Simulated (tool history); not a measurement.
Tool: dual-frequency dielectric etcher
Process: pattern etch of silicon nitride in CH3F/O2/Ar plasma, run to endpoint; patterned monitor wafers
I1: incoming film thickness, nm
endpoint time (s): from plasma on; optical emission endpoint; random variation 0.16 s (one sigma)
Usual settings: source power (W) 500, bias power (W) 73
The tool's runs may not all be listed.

run 1 hour=0 | source_power_(W)=500 bias_power_(W)=73 | I1=40.32 | endpoint_time_(s)=54
run 2 hour=77.9 | source_power_(W)=500 bias_power_(W)=73 | I1=40.13 | endpoint_time_(s)=53.7
run 3 hour=117 | source_power_(W)=500 bias_power_(W)=73 | I1=39.96 | endpoint_time_(s)=53.4
run 4 hour=204.4 | source_power_(W)=500 bias_power_(W)=67 | I1=40.23 | endpoint_time_(s)=55.5
run 5 hour=325.8 | source_power_(W)=500 bias_power_(W)=67 | I1=39.9 | endpoint_time_(s)=54.8
run 6 hour=572 | source_power_(W)=500 bias_power_(W)=67 | I1=39.4 | endpoint_time_(s)=54
run 7 hour=644.5 | source_power_(W)=500 bias_power_(W)=73 | I1=39.71 | endpoint_time_(s)=53
run 8 hour=704.2 | source_power_(W)=500 bias_power_(W)=73 | I1=40.14 | endpoint_time_(s)=53.3
run 9 hour=751.9 | source_power_(W)=500 bias_power_(W)=73 | I1=39.89 | endpoint_time_(s)=52.9
run 10 hour=808.6 | source_power_(W)=500 bias_power_(W)=73 | I1=40.38 | endpoint_time_(s)=53.9
run 11 hour=1045.9 | source_power_(W)=500 bias_power_(W)=73 | I1=39.66 | endpoint_time_(s)=52.6
run 12 hour=1134.4 | source_power_(W)=500 bias_power_(W)=73 | I1=40.11 | endpoint_time_(s)=53.2
run 13 hour=1235.6 | source_power_(W)=500 bias_power_(W)=73 | I1=40.41 | endpoint_time_(s)=53.4
run 14 hour=1303.5 | source_power_(W)=500 bias_power_(W)=73 | I1=39.91 | endpoint_time_(s)=52.5
run 15 hour=1341.5 | source_power_(W)=500 bias_power_(W)=73 | I1=40.38 | endpoint_time_(s)=53.7
run 16 hour=1379.2 | source_power_(W)=410 bias_power_(W)=73 | I1=39.54 | endpoint_time_(s)=54.9
run 17 hour=1458.2 | source_power_(W)=410 bias_power_(W)=73 | I1=40.06 | endpoint_time_(s)=55.8
run 18 hour=1564.4 | source_power_(W)=410 bias_power_(W)=73 | I1=39.23 | endpoint_time_(s)=54.5
run 19 hour=1652.3 | source_power_(W)=430 bias_power_(W)=61 | I1=39.95 | endpoint_time_(s)=58
run 20 hour=1728.1 | source_power_(W)=500 bias_power_(W)=63 | I1=39.96 | endpoint_time_(s)=55.2
run 21 hour=1974 | source_power_(W)=420 bias_power_(W)=89 | I1=39.65 | endpoint_time_(s)=52.5
run 22 hour=2050.2 | source_power_(W)=430 bias_power_(W)=87 | I1=40.03 | endpoint_time_(s)=53.1
run 23 hour=2115.1 | source_power_(W)=500 bias_power_(W)=80 | I1=40.03 | endpoint_time_(s)=52.3
run 24 hour=2214.8 | source_power_(W)=540 bias_power_(W)=63 | I1=39.61 | endpoint_time_(s)=54.6
run 25 hour=2279.9 | source_power_(W)=500 bias_power_(W)=73 | I1=39.41 | endpoint_time_(s)=52.8
run 26 hour=2498.9 | source_power_(W)=410 bias_power_(W)=65 | I1=39.74 | endpoint_time_(s)=58.2
run 27 hour=2580.5 | source_power_(W)=450 bias_power_(W)=85 | I1=39.66 | endpoint_time_(s)=51.9
run 28 hour=2641.8 | source_power_(W)=440 bias_power_(W)=85 | I1=40.14 | endpoint_time_(s)=53.1
run 29 hour=2737.8 | source_power_(W)=610 bias_power_(W)=73 | I1=40.31 | endpoint_time_(s)=50.7
run 30 hour=2836.2 | source_power_(W)=500 bias_power_(W)=73 | I1=39.75 | endpoint_time_(s)=53.2
run 31 hour=2894.7 | source_power_(W)=500 bias_power_(W)=73 | I1=39.58 | endpoint_time_(s)=52.7
run 32 hour=2945.2 | source_power_(W)=610 bias_power_(W)=59 | I1=39.53 | endpoint_time_(s)=53.4
run 33 hour=3035.1 | source_power_(W)=560 bias_power_(W)=80 | I1=39.83 | endpoint_time_(s)=49.8
run 34 hour=3101.6 | source_power_(W)=500 bias_power_(W)=73 | I1=39.96 | endpoint_time_(s)=53.6
run 35 hour=3200.4 | source_power_(W)=500 bias_power_(W)=73 | I1=39.47 | endpoint_time_(s)=52.4
run 36 hour=3282.2 | source_power_(W)=500 bias_power_(W)=73 | I1=40.13 | endpoint_time_(s)=53.5

Not shown: 8 entries that the log had between the listed runs. Between which runs, and how does the tool's hidden state differ before and after?
Between runs 4 and 5: wet clean of the chamber (hour 325.3)
  source power that arrives over what is set, %: 0.878 -> 1.08; bias power that arrives over what is set, %: 3.32 -> 3.41
  measured less the result without the state, endpoint time (s): -0.7 -> -0.8
Between runs 10 and 11: wet clean of the chamber (hour 1034.7)
  source power that arrives over what is set, %: 2.13 -> 2.81; bias power that arrives over what is set, %: 3.68 -> 3.77
  measured less the result without the state, endpoint time (s): -1 -> -1.1
Between runs 19 and 20: wet clean of the chamber (hour 1686.3)
  source power that arrives over what is set, %: 5.01 -> 5.34; bias power that arrives over what is set, %: 3.95 -> 3.97
  measured less the result without the state, endpoint time (s): -1.6 -> -1.6
Between runs 20 and 21: bias power generator calibrated (hour 1825.9); source power generator calibrated (hour 1896.4)
  source power that arrives over what is set, %: 5.34 -> 0.0839; bias power that arrives over what is set, %: 3.97 -> 0.801
  measured less the result without the state, endpoint time (s): -1.6 -> -0.2
Between runs 25 and 26: wet clean of the chamber (hour 2428.8); upper electrode replaced (hour 2451.3)
  source power that arrives over what is set, %: 0.214 -> 0.414; bias power that arrives over what is set, %: 1.82 -> 2.41
  measured less the result without the state, endpoint time (s): -0.3 -> -0.6
Between runs 32 and 33: wet clean of the chamber (hour 2987.2)
  source power that arrives over what is set, %: 1.1 -> 1.28; bias power that arrives over what is set, %: 3.34 -> 3.49
  measured less the result without the state, endpoint time (s): -0.7 -> -0.8

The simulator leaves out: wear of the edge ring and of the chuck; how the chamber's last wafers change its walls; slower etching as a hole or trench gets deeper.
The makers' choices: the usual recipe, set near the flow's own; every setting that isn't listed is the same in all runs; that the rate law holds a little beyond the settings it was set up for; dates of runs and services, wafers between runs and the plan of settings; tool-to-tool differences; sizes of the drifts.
